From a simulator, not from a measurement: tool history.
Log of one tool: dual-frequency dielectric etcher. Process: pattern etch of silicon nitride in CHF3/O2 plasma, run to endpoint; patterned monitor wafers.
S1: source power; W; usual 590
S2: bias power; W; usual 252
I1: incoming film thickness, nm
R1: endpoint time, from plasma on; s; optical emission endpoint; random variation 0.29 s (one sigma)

run 1 hour=0.0 | S1=590 S2=252 | I1=99.0 | R1=64.3
-- hour=56.4 wet clean of the chamber
run 2 hour=86.5 | S1=590 S2=252 | I1=99.1 | R1=66.6
run 3 hour=153.2 | S1=650 S2=252 | I1=100.4 | R1=63.8
-- hour=157.9 bias power generator calibrated
run 4 hour=217.3 | S1=650 S2=252 | I1=98.8 | R1=63.4
run 5 hour=269.0 | S1=470 S2=277 | I1=99.8 | R1=74.5
run 6 hour=312.2 | S1=590 S2=228 | I1=99.3 | R1=69.8
-- hour=353.4 upper electrode replaced
run 7 hour=353.9 | S1=590 S2=228 | I1=97.9 | R1=69.4
-- hour=372.5 source power generator calibrated
run 8 hour=396.8 | S1=590 S2=252 | I1=99.1 | R1=67.4
-- hour=479.0 wet clean of the chamber, repeated, since the last time left the tool worse
run 9 hour=479.5 | S1=700 S2=236 | I1=98.9 | R1=58.7
run 10 hour=565.6 | S1=700 S2=236 | I1=98.2 | R1=58.8
run 11 hour=610.2 | S1=590 S2=252 | I1=99.9 | R1=64.0
run 12 hour=649.4 | S1=650 S2=223 | I1=99.5 | R1=63.5
run 13 hour=676.9 | S1=450 S2=252 | I1=99.6 | R1=75.5
run 14 hour=729.8 | S1=720 S2=287 | I1=99.3 | R1=54.4
run 15 hour=781.6 | S1=590 S2=252 | I1=99.1 | R1=63.7
run 16 hour=806.8 | S1=650 S2=252 | I1=99.8 | R1=61.0
-- hour=869.7 wet clean of the chamber
run 17 hour=874.7 | S1=490 S2=252 | I1=99.3 | R1=70.2
run 18 hour=905.1 | S1=510 S2=252 | I1=99.1 | R1=68.9
run 19 hour=935.5 | S1=630 S2=252 | I1=98.9 | R1=60.4
run 20 hour=977.8 | S1=590 S2=252 | I1=99.3 | R1=62.9
run 21 hour=1020.0 | S1=690 S2=252 | I1=100.5 | R1=59.1
run 22 hour=1068.2 | S1=670 S2=189 | I1=99.1 | R1=66.1
run 23 hour=1094.6 | S1=670 S2=297 | I1=98.3 | R1=55.3
run 24 hour=1143.6 | S1=490 S2=223 | I1=100.5 | R1=76.6
run 25 hour=1194.7 | S1=590 S2=252 | I1=99.5 | R1=64.4
run 26 hour=1264.9 | S1=520 S2=219 | I1=99.6 | R1=74.0
run 27 hour=1333.2 | S1=650 S2=309 | I1=98.3 | R1=56.0
-- hour=1378.1 wet clean of the chamber
run 28 hour=1378.6 | S1=660 S2=252 | I1=99.9 | R1=59.4
run 29 hour=1436.9 | S1=590 S2=203 | I1=99.0 | R1=68.5
run 30 hour=1503.9 | S1=440 S2=291 | I1=99.4 | R1=72.3
run 31 hour=1536.1 | S1=730 S2=223 | I1=98.6 | R1=58.4
run 32 hour=1584.1 | S1=550 S2=288 | I1=99.0 | R1=62.9
run 33 hour=1634.6 | S1=690 S2=310 | I1=99.7 | R1=54.5
run 34 hour=1704.2 | S1=670 S2=211 | I1=99.1 | R1=63.6

Forecast each of these 5 alternatives for the next run:
run A hour=1704.6 | S1=590 S2=252 | I1=98.9 | R1=?
run B hour=1704.6 | S1=480 S2=269 | I1=98.9 | R1=?
run C hour=1704.6 | S1=670 S2=204 | I1=98.9 | R1=?
run D hour=1704.6 | S1=490 S2=221 | I1=98.9 | R1=?
run E hour=1704.6 | S1=720 S2=229 | I1=98.9 | R1=?

run=A R1=64.1
run=B R1=71.0
run=C R1=64.8
run=D R1=75.9
run=E R1=59.6
Without the tool's hidden state the same runs would have given:
run=A R1=63.0
run=B R1=69.7
run=C R1=63.6
run=D R1=74.5
run=E R1=58.5
